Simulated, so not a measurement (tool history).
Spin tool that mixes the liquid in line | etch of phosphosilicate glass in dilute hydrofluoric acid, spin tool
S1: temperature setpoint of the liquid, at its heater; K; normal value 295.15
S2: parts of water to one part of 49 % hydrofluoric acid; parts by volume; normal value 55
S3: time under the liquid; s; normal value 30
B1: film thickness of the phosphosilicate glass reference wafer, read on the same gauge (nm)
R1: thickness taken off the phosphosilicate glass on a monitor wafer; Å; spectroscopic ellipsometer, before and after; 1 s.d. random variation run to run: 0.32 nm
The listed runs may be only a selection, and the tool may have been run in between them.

run,hour,S1,S2,S3,B1,R1
1,0,295.15,55,30,140.03,462.5
2,221,295.15,55,30,140,461.5
3,277.9,294.15,55,30,139.98,443.3
4,343.9,295.15,55,30,140.03,458.6
5,385.6,295.15,55,30,140,461.5
6,451.4,295.15,55,30,140,462.1
7,537,295.15,55,30,139.99,465.1
8,613.3,295.15,55,30,139.97,457.7
9,715.3,295.15,55,30,140.04,458.6
10,811.6,295.15,55,30,140.03,462
# hour 838.8: hydrofluoric acid flow meter replaced
11,884.7,295.15,55,30,140.01,459.7
12,970.2,295.15,55,40,140.02,604.4
13,1026.9,295.15,55,40,139.99,606.8
# hour 1061.9: gauge calibrated
14,1086.7,295.15,55,30,139.99,459.3
# hour 1121.2: thermometer replaced
15,1145.8,295.15,55,30,139.94,458.9
16,1239.3,295.15,55,30,140.03,461.5
17,1283.7,295.15,55,30,139.97,459.5
18,1383.4,295.15,55,30,140,458.7
19,1476.3,299.15,30,20,140.02,690.5
20,1533.2,292.65,80,40,139.97,370.1
21,1684.6,297.15,30,20,140.03,628.4
22,1790.7,295.15,65,50,139.99,645.2

What does the tool deliver on the next run?
23,1887.9,297.15,70,40,?,?

{"run 23": {"B1": 140.03, "R1": 511}}
With no hidden state in the tool, this same run would have given R1 511 Å.
